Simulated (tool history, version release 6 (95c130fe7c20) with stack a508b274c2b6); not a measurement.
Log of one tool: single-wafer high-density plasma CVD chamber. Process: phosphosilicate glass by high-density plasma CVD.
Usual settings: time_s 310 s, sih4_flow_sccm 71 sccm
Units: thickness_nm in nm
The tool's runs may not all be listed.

run   hour  time_s  sih4_flow_sccm  read-back reference wafer on the same gauge, thickness_nm  thickness_nm
  1    0.0     341              71                                                   2178.594      2627.016
  2   12.4     341              71                                                   2180.647      2630.860
  3   26.7     310              71                                                   2180.511      2394.547
  4   40.2     310              71                                                   2178.970      2396.620
  5   51.8     310              81                                                   2180.198      2668.185
  6   67.5     310              81                                                   2179.366      2669.241
  7   78.2     310              71                                                   2181.448      2397.567
  8   95.8     310              71                                                   2180.537      2384.671
  9  102.2     341              71                                                   2179.369      2628.586
 10  110.3     310              71                                                   2179.006      2386.271
 11  126.7     339              71                                                   2180.087      2613.580
 12  142.1     310              79                                                   2180.643      2605.789
 13  158.3     342              78                                                   2179.735      2852.403
 14  164.4     268              71                                                   2180.420      2074.086
 15  176.8     335              63                                                   2180.449      2341.222

Not shown: 2 entries that the log had between the listed runs. Between which runs, and how does the tool's hidden state differ before and after?
Between runs 5 and 6: silane flow controller replaced (hour 60.7)
  no hidden state differs between the two runs
Between runs 7 and 8: gauge calibrated (hour 84.5)
  no hidden state differs between the two runs
